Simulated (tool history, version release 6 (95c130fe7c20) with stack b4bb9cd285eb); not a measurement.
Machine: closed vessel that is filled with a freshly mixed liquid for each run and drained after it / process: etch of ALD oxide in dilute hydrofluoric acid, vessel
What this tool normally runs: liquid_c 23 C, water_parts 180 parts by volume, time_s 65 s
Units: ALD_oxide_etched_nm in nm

run,hour,liquid_c,water_parts,time_s,wafers since the last listed run,hours since the thermometer was replaced,hours since the hydrofluoric acid flow meter was replaced,hours since the gauge calibration,"read-back film thickness of the ALD oxide reference wafer, read on the same gauge (nm)",ALD_oxide_etched_nm
1,0,23,130,50,0,73.8,1335,908.2,109.98,5.22
2,39.5,23,180,65,4518,113.3,1374.5,947.7,110.01,4.61
3,106.9,23,180,65,7710,180.7,1441.9,1015.1,110.04,4.63
4,303.8,23,180,65,22523,377.6,1638.8,1212,110.01,4.58
5,349.6,23,180,65,5239,423.4,1684.6,1257.8,110.01,4.59
6,388.4,23,180,65,4438,462.2,1723.4,1296.6,110.02,4.59
7,428.1,23,180,65,4541,501.9,1763.1,1336.3,110.01,4.59
8,458.5,23,180,65,3477,532.3,1793.5,1366.7,110.01,4.59
# hour 495.5: gauge calibrated
9,521.1,23,180,90,7160,594.9,1856.1,25.6,109.98,6.36
10,545.5,23,180,90,2791,619.3,1880.5,50,109.96,6.36
11,572,24,150,65,3031,645.8,1907,76.5,110.05,5.87
12,637.5,23,180,85,7492,711.3,1972.5,142,110.02,5.98
# hour 664.3: thermometer replaced
13,695.1,23,180,85,6474,30.8,2030.1,199.6,109.98,5.91
14,745.4,21.5,145,40,5753,81.1,2080.4,249.9,109.98,3.43
15,799.1,23,245,50,6142,134.8,2134.1,303.6,110,2.38
16,836.2,21.5,180,65,4243,171.9,2171.2,340.7,110.01,4.3
17,891.9,21.5,145,40,6371,227.6,2226.9,396.4,110.04,3.4
18,950.5,24.5,215,50,6703,286.2,2285.5,455,110.02,2.97
19,993.7,23,180,65,4941,329.4,2328.7,498.2,110.01,4.53
# hour 1023.7: hydrofluoric acid flow meter replaced
20,1032,23,180,85,4266,367.7,8.3,536.5,109.98,6.22
21,1069.7,23,230,65,4312,405.4,46,574.2,110.05,3.5
22,1099.8,23,180,65,3443,435.5,76.1,604.3,110,4.72
23,1225,23,180,65,14321,560.7,201.3,729.5,110.01,4.72
24,1288.8,25,180,75,7298,624.5,265.1,793.3,110.06,5.84
25,1329.3,23,210,80,4632,665,305.6,833.8,110,4.79
26,1376.8,21.5,180,85,5433,712.5,353.1,881.3,110.03,5.83
27,1422.2,26,135,90,5193,757.9,398.5,926.7,110.05,10.22

4 ways to go on from here, each from the tool as it stands after run 27. What would each give?
A,1422.9,25.5,180,65,80,758.6,399.2,927.4,?,?
B,1422.9,23,135,50,80,758.6,399.2,927.4,?,?
C,1422.9,23,130,85,80,758.6,399.2,927.4,?,?
D,1422.9,23,235,65,80,758.6,399.2,927.4,?,?

run,"read-back film thickness of the ALD oxide reference wafer, read on the same gauge (nm)",ALD_oxide_etched_nm
A,109.95,5.16
B,109.95,5.07
C,109.95,9.01
D,109.95,3.4
With no hidden state in the tool, these same runs would have given:
run,ALD_oxide_etched_nm
A,5.21
B,5.11
C,9.08
D,3.43
